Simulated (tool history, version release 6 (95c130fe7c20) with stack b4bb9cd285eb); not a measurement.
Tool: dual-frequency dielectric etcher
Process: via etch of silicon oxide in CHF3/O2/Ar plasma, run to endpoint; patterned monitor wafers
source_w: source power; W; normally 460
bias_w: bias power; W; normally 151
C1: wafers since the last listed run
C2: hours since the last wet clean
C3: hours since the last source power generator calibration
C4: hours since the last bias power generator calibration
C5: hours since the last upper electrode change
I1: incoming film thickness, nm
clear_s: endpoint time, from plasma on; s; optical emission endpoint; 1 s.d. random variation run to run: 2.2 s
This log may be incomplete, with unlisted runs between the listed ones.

Run 1, hour 0: usual settings but source_w 420 W; C1 0; C2 2.8; C3 3929.4; C4 2675.8; C5 4151.3; I1 516.8. Result: clear_s 316.5 s.
Run 2, hour 31.3: usual settings but source_w 520 W, bias_w 180 W; C1 204; C2 34.1; C3 3960.7; C4 2707.1; C5 4182.6; I1 519.7. Result: clear_s 275.7 s.
Run 3, hour 98.7: usual settings; C1 440; C2 101.5; C3 4028.1; C4 2774.5; C5 4250; I1 521.5. Result: clear_s 306.2 s.
Run 4, hour 141.3: usual settings; C1 278; C2 144.1; C3 4070.7; C4 2817.1; C5 4292.6; I1 523.4. Result: clear_s 312.9 s.
Run 5, hour 202.8: usual settings; C1 402; C2 205.6; C3 4132.2; C4 2878.6; C5 4354.1; I1 516.6. Result: clear_s 306.1 s.
Run 6, hour 241.6: usual settings; C1 253; C2 244.4; C3 4171; C4 2917.4; C5 4392.9; I1 516.3. Result: clear_s 305.9 s.
Run 7, hour 283.1: usual settings; C1 271; C2 285.9; C3 4212.5; C4 2958.9; C5 4434.4; I1 516.5. Result: clear_s 302.8 s.
Run 8, hour 309.5: usual settings; C1 172; C2 312.3; C3 4238.9; C4 2985.3; C5 4460.8; I1 523.7. Result: clear_s 308.9 s.
Run 9, hour 359.1: usual settings but source_w 390 W; C1 324; C2 361.9; C3 4288.5; C4 3034.9; C5 4510.4; I1 521.2. Result: clear_s 318.4 s.
Run 10, hour 420.8: usual settings but source_w 390 W; C1 403; C2 423.6; C3 4350.2; C4 3096.6; C5 4572.1; I1 516.5. Result: clear_s 315.4 s.
Run 11, hour 451: usual settings but source_w 390 W; C1 197; C2 453.8; C3 4380.4; C4 3126.8; C5 4602.3; I1 518.9. Result: clear_s 312 s.
At hour 458.2: source power generator calibrated.
Run 12, hour 503.8: usual settings but source_w 490 W; C1 319; C2 506.6; C3 45.6; C4 3179.6; C5 4655.1; I1 521.6. Result: clear_s 295.4 s.
Run 13, hour 538.7: usual settings; C1 228; C2 541.5; C3 80.5; C4 3214.5; C5 4690; I1 527.3. Result: clear_s 304.9 s.
Run 14, hour 589.7: usual settings but source_w 570 W, bias_w 132 W; C1 333; C2 592.5; C3 131.5; C4 3265.5; C5 4741; I1 521.2. Result: clear_s 305.9 s.
At hour 618.9: wet clean of the chamber.
Run 15, hour 653.4: usual settings but source_w 520 W; C1 259; C2 34.5; C3 195.2; C4 3329.2; C5 4804.7; I1 519. Result: clear_s 324.7 s.
Run 16, hour 684.8: usual settings; C1 205; C2 65.9; C3 226.6; C4 3360.6; C5 4836.1; I1 519.3. Result: clear_s 335.9 s.
At hour 703.4: bias power generator calibrated.
Run 17, hour 711.7: usual settings but bias_w 168 W; C1 149; C2 92.8; C3 253.5; C4 8.3; C5 4863; I1 514.6. Result: clear_s 310.3 s.
At hour 765.1: wet clean of the chamber, repeated, since the last time left the tool worse.
Run 18, hour 765.6: usual settings but source_w 380 W, bias_w 137 W; C1 195; C2 0.5; C3 307.4; C4 62.2; C5 4916.9; I1 514.7. Result: clear_s 343.7 s.
At hour 794.3: upper electrode replaced.
Run 19, hour 807.5: usual settings but source_w 390 W, bias_w 187 W; C1 117; C2 42.4; C3 349.3; C4 104.1; C5 13.2; I1 517.6. Result: clear_s 288.1 s.
Run 20, hour 859.9: usual settings; C1 342; C2 94.8; C3 401.7; C4 156.5; C5 65.6; I1 519.6. Result: clear_s 311 s.
Run 21, hour 911.9: usual settings but source_w 520 W, bias_w 180 W; C1 340; C2 146.8; C3 453.7; C4 208.5; C5 117.6; I1 519.8. Result: clear_s 271.7 s.
Run 22, hour 947.4: usual settings but source_w 380 W, bias_w 179 W; C1 232; C2 182.3; C3 489.2; C4 244; C5 153.1; I1 517.8. Result: clear_s 297.4 s.
Run 23, hour 992.6: usual settings but source_w 520 W, bias_w 139 W; C1 295; C2 227.5; C3 534.4; C4 289.2; C5 198.3; I1 518. Result: clear_s 309.7 s.
Run 24, hour 1038.9: usual settings but source_w 400 W, bias_w 184 W; C1 302; C2 273.8; C3 580.7; C4 335.5; C5 244.6; I1 520. Result: clear_s 282.3 s.
Run 25, hour 1069.5: usual settings but bias_w 135 W; C1 200; C2 304.4; C3 611.3; C4 366.1; C5 275.2; I1 517.8. Result: clear_s 322.7 s.
Run 26, hour 1106: usual settings but bias_w 178 W; C1 238; C2 340.9; C3 647.8; C4 402.6; C5 311.7; I1 515.3. Result: clear_s 278.9 s.
Run 27, hour 1172.8: usual settings; C1 436; C2 407.7; C3 714.6; C4 469.4; C5 378.5; I1 513.1. Result: clear_s 302.9 s.

Below, some changes in clear_s between adjacent runs. For each, the amount present without the hidden state too (settings, incoming material, random variation) and the amount remaining for the hidden state with gauge scatter not shared by both compared results:
Hidden conditions of the tool in this case: etch rate over this chamber's usual, %; source power that arrives over what is set, %; bias power that arrives over what is set, %.
Run 14 -> 15: source_w 570 -> 520, bias_w 132 -> 151, wet clean of the chamber. clear_s +18.8 s: hidden state +32.8, all else -14.
Run 17 -> 18: source_w 460 -> 380, bias_w 168 -> 137, wet clean of the chamber, repeated, since the last time left the tool worse. clear_s +33.4 s: hidden state -19, all else +52.4.
Run 18 -> 19: source_w 380 -> 390, bias_w 137 -> 187, upper electrode replaced. clear_s -55.6 s: hidden state -0.8, all else -54.8.
Run 25 -> 26: bias_w 135 -> 178. clear_s -43.8 s: hidden state +0.1, all else -43.9.
